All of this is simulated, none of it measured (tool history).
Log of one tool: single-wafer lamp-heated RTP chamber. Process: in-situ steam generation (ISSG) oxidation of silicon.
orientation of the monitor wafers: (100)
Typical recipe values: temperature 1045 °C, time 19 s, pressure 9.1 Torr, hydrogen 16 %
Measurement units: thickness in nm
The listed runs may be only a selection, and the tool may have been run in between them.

| run | hour | temperature | time | pressure | hydrogen | wafers since the last listed run | wafers since the last pyrometer calibration | hours since the pressure gauge was zeroed | hours since the hydrogen flow controller was replaced | hours since the gauge calibration | read-back reference wafer on the same gauge, thickness | thickness |
|---|---|---|---|---|---|---|---|---|---|---|---|---|
| 1 | 0 | 1045 | 19 | 9.1 | 16 | 0 | 215 | 2817.4 | 3879.4 | 508.7 | 6.521 | 5.966 |
| 2 | 15.1 | 1045 | 19 | 9.1 | 16 | 168 | 384 | 2832.5 | 3894.5 | 523.8 | 6.532 | 6.005 |
| 3 | 31.9 | 1045 | 19 | 9.1 | 16 | 187 | 572 | 2849.3 | 3911.3 | 540.6 | 6.53 | 5.972 |
| 4 | 62.1 | 1045 | 15 | 9.1 | 16 | 337 | 910 | 2879.5 | 3941.5 | 570.8 | 6.54 | 5.283 |
| 5 | 79.3 | 1045 | 15 | 9.1 | 16 | 192 | 1102 | 2896.7 | 3958.7 | 588 | 6.529 | 5.297 |
|  | 119.9 | pyrometer window cleaned and pyrometer calibrated |
| 6 | 159.1 | 1060 | 19 | 9.1 | 16 | 803 | 438 | 2976.5 | 4038.5 | 667.8 | 6.539 | 6.482 |
| 7 | 191.9 | 1060 | 19 | 9.1 | 16 | 366 | 805 | 3009.3 | 4071.3 | 700.6 | 6.534 | 6.424 |
| 8 | 203.9 | 1060 | 19 | 9.1 | 16 | 134 | 939 | 3021.3 | 4083.3 | 712.6 | 6.521 | 6.492 |
| 9 | 224.7 | 1045 | 19 | 9.1 | 16 | 232 | 1172 | 3042.1 | 4104.1 | 733.4 | 6.529 | 6.017 |
| 10 | 260.4 | 1050 | 19 | 9.1 | 16 | 399 | 1571 | 3077.8 | 4139.8 | 769.1 | 6.541 | 6.177 |
| 11 | 273.9 | 1050 | 19 | 9.1 | 16 | 151 | 1723 | 3091.3 | 4153.3 | 782.6 | 6.529 | 6.138 |
| 12 | 289 | 1045 | 19 | 9.1 | 16 | 168 | 1891 | 3106.4 | 4168.4 | 797.7 | 6.532 | 5.982 |
|  | 303.2 | pyrometer window cleaned and pyrometer calibrated |
| 13 | 313.9 | 1045 | 19 | 9.1 | 16 | 189 | 119 | 3131.3 | 4193.3 | 822.6 | 6.534 | 5.961 |
|  | 338.5 | gauge calibrated |
| 14 | 346.4 | 1045 | 19 | 9.1 | 16 | 363 | 482 | 3163.8 | 4225.8 | 7.9 | 6.538 | 5.989 |
| 15 | 361.6 | 1045 | 19 | 9.1 | 16 | 170 | 652 | 3179 | 4241 | 23.1 | 6.537 | 5.978 |
| 16 | 390.7 | 1045 | 19 | 9.1 | 16 | 325 | 978 | 3208.1 | 4270.1 | 52.2 | 6.535 | 5.94 |
| 17 | 412.8 | 1045 | 19 | 7.7 | 16 | 247 | 1225 | 3230.2 | 4292.2 | 74.3 | 6.537 | 6.021 |
|  | 440 | hydrogen flow controller replaced |
| 18 | 440.5 | 1045 | 19 | 9.1 | 16 | 220 | 1446 | 3257.9 | 0.5 | 102 | 6.531 | 5.968 |
|  | 466.9 | pyrometer window cleaned and pyrometer calibrated |
| 19 | 480.7 | 1045 | 27 | 9.1 | 16 | 360 | 154 | 3298.1 | 40.7 | 142.2 | 6.531 | 7.209 |
| 20 | 495.5 | 1045 | 19 | 9.1 | 16 | 165 | 320 | 3312.9 | 55.5 | 157 | 6.526 | 5.921 |
|  | 517.5 | pressure gauge zeroed |
| 21 | 528 | 1045 | 19 | 9.1 | 16 | 274 | 594 | 10.5 | 88 | 189.5 | 6.526 | 6.009 |
| 22 | 542.3 | 1033 | 12 | 8.1 | 25 | 159 | 754 | 24.8 | 102.3 | 203.8 | 6.529 | 4.994 |
| 23 | 563.3 | 1031 | 15 | 9.1 | 16 | 234 | 989 | 45.8 | 123.3 | 224.8 | 6.53 | 4.92 |
| 24 | 586.4 | 1045 | 19 | 9.1 | 16 | 258 | 1247 | 68.9 | 146.4 | 247.9 | 6.54 | 5.981 |
| 25 | 606.7 | 1054 | 19 | 9.1 | 11 | 227 | 1474 | 89.2 | 166.7 | 268.2 | 6.523 | 5.822 |
| 26 | 621.6 | 1045 | 17 | 9.5 | 16 | 166 | 1641 | 104.1 | 181.6 | 283.1 | 6.53 | 5.583 |
|  | 645.9 | pyrometer window cleaned and pyrometer calibrated |
| 27 | 654.8 | 1037 | 24 | 10 | 11 | 281 | 99 | 137.3 | 214.8 | 316.3 | 6.524 | 5.92 |
| 28 | 689.4 | 1034 | 19 | 9.1 | 16 | 387 | 486 | 171.9 | 249.4 | 350.9 | 6.535 | 5.621 |
| 29 | 708.5 | 1045 | 19 | 9.1 | 16 | 213 | 700 | 191 | 268.5 | 370 | 6.53 | 5.947 |
| 30 | 729.1 | 1045 | 22 | 10.2 | 11 | 230 | 930 | 211.6 | 289.1 | 390.6 | 6.528 | 5.844 |
|  | 798 | pyrometer window cleaned and pyrometer calibrated |
| 31 | 798.5 | 1045 | 19 | 9.1 | 11 | 686 | 5 | 281 | 358.5 | 460 | 6.528 | 5.534 |
| 32 | 810.8 | 1045 | 19 | 9.1 | 16 | 137 | 143 | 293.3 | 370.8 | 472.3 | 6.53 | 6.002 |

Take each entry between the runs: how does the hidden state at the last listed run before it differ from the hidden state at the first listed run after it?
After run 5, before run 6: pyrometer window cleaned and pyrometer calibrated (hour 119.9)
  nothing in the hidden state changes from one run to the other
After run 12, before run 13: pyrometer window cleaned and pyrometer calibrated (hour 303.2)
  nothing in the hidden state changes from one run to the other
After run 13, before run 14: gauge calibrated (hour 338.5)
  nothing in the hidden state changes from one run to the other
After run 17, before run 18: hydrogen flow controller replaced (hour 440)
  nothing in the hidden state changes from one run to the other
After run 18, before run 19: pyrometer window cleaned and pyrometer calibrated (hour 466.9)
  nothing in the hidden state changes from one run to the other
After run 20, before run 21: pressure gauge zeroed (hour 517.5)
  nothing in the hidden state changes from one run to the other
After run 26, before run 27: pyrometer window cleaned and pyrometer calibrated (hour 645.9)
  nothing in the hidden state changes from one run to the other
After run 30, before run 31: pyrometer window cleaned and pyrometer calibrated (hour 798)
  nothing in the hidden state changes from one run to the other

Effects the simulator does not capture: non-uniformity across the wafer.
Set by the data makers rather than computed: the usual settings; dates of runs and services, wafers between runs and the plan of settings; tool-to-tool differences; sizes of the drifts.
